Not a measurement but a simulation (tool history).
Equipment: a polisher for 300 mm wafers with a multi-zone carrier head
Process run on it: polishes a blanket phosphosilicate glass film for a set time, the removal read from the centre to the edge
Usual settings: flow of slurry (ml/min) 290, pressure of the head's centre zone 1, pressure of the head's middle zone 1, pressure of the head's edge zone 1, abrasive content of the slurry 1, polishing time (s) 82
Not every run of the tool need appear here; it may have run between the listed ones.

run,day,flow of slurry (ml/min),pressure of the head's centre zone,pressure of the head's middle zone,pressure of the head's edge zone,abrasive content of the slurry,polishing time (s),"incoming thickness of the incoming film, nm",film removed at the wafer's centre (angstrom),film removed at mid-radius (angstrom),film removed at the wafer's edge (angstrom)
1,0,345,1,1.04,1,0.9,82,3880.4,3901,4041,4009
2,2.658,290,1,1,1.05,1,82,3842.4,4165,4178,4422
# day 2.75: edge zone pressure recalibrated
# day 4.004: worn pad replaced by a new one
3,5.133,290,1,1,1.04,1,82,3879.9,4128,4141,4332
4,6.942,380,1.1,1,0.92,1.1,82,3948.1,4845,4568,4487
5,8.579,290,1,1,1,1,82,3861.9,4141,4177,4305
6,15.112,290,1,1.07,1.12,1,82,3896.1,4219,4424,4545
7,16.225,290,1,1,1,1,82,3840.1,4133,4158,4349
8,17.267,290,1,1,1,1,82,3882.2,4111,4168,4333
# day 22.612: worn pad replaced by a new one
9,23.571,290,1,1,1,0.85,82,3886.7,3687,3730,3847
# day 24.871: slurry nozzle cleaned
10,26.008,375,1,1,1,1,60,3919.2,3139,3095,3167
11,27.133,290,0.94,1,1,1,82,3865.5,3969,4196,4311
12,29.808,290,1,1,0.94,1.2,82,3879.3,4674,4645,4604
13,31.288,290,1,1,1,1,82,3936.1,4203,4181,4377
14,33.5,365,1,0.88,1.07,1,95,3919.4,4901,4396,5286
15,35.683,220,0.92,1,1,0.9,82,3847.5,3528,3799,3882

Run 16 is up next; what results do you expect?
# day 36.058: edge zone pressure recalibrated
16,37.862,290,1,1,1,1.3,82,3920.5,?,?,?

film removed at the wafer's centre (angstrom): 4849
film removed at mid-radius (angstrom): 4852
film removed at the wafer's edge (angstrom): 4997
If the tool had no hidden condition, the same run with the same run-to-run variation would have returned film removed at the wafer's centre (angstrom) 4849, film removed at mid-radius (angstrom) 4852, film removed at the wafer's edge (angstrom) 4997.

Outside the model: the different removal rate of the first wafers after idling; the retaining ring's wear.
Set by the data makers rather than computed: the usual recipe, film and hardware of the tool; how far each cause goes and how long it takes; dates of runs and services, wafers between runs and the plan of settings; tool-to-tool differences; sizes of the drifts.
